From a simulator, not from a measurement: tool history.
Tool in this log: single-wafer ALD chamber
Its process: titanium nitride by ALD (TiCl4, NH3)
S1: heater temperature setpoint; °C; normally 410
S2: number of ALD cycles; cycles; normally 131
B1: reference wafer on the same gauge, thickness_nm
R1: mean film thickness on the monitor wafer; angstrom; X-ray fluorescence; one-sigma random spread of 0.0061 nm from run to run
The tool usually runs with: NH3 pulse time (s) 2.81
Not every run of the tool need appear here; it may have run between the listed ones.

{"run": 1, "hour": 0.0, "S1": 410, "S2": 131, "NH3 pulse time (s)": 2.81, "B1": 2.081, "R1": 24.29}
{"run": 2, "hour": 80.0, "S1": 410, "S2": 131, "NH3 pulse time (s)": 2.81, "B1": 2.08, "R1": 24.19}
{"run": 3, "hour": 399.6, "S1": 410, "S2": 131, "NH3 pulse time (s)": 2.81, "B1": 2.08, "R1": 24.21}
{"hour": 431.3, "done": "gauge calibrated"}
{"hour": 442.6, "done": "thermocouple changed; heater temperature recalibrated"}
{"run": 4, "hour": 449.0, "S1": 400, "S2": 131, "NH3 pulse time (s)": 2.81, "B1": 2.077, "R1": 24.24}
{"run": 5, "hour": 555.6, "S1": 400, "S2": 131, "NH3 pulse time (s)": 2.81, "B1": 2.08, "R1": 24.16}
{"run": 6, "hour": 603.0, "S1": 410, "S2": 131, "NH3 pulse time (s)": 2.81, "B1": 2.08, "R1": 24.14}
{"run": 7, "hour": 709.2, "S1": 410, "S2": 131, "NH3 pulse time (s)": 2.81, "B1": 2.08, "R1": 24.26}
{"run": 8, "hour": 753.8, "S1": 410, "S2": 131, "NH3 pulse time (s)": 2.81, "B1": 2.081, "R1": 24.15}
{"run": 9, "hour": 845.0, "S1": 422, "S2": 131, "NH3 pulse time (s)": 3.38, "B1": 2.079, "R1": 24.39}
{"run": 10, "hour": 930.8, "S1": 410, "S2": 131, "NH3 pulse time (s)": 2.01, "B1": 2.081, "R1": 23.98}
{"hour": 966.7, "done": "showerhead replaced"}
{"run": 11, "hour": 1029.6, "S1": 410, "S2": 131, "NH3 pulse time (s)": 2.81, "B1": 2.081, "R1": 24.19}
{"run": 12, "hour": 1104.5, "S1": 410, "S2": 144, "NH3 pulse time (s)": 2.35, "B1": 2.078, "R1": 26.5}
{"run": 13, "hour": 1161.7, "S1": 401, "S2": 150, "NH3 pulse time (s)": 2.81, "B1": 2.081, "R1": 27.66}
{"run": 14, "hour": 1203.9, "S1": 396, "S2": 131, "NH3 pulse time (s)": 1.77, "B1": 2.08, "R1": 23.73}
{"run": 15, "hour": 1266.2, "S1": 424, "S2": 139, "NH3 pulse time (s)": 3.9, "B1": 2.08, "R1": 25.95}
{"run": 16, "hour": 1315.9, "S1": 410, "S2": 118, "NH3 pulse time (s)": 3.39, "B1": 2.078, "R1": 21.85}

Hidden state, per run?
wafer temperature above the value expected at the setpoint (K): 0 across all the runs
gauge reads high (%): 0 across all the runs
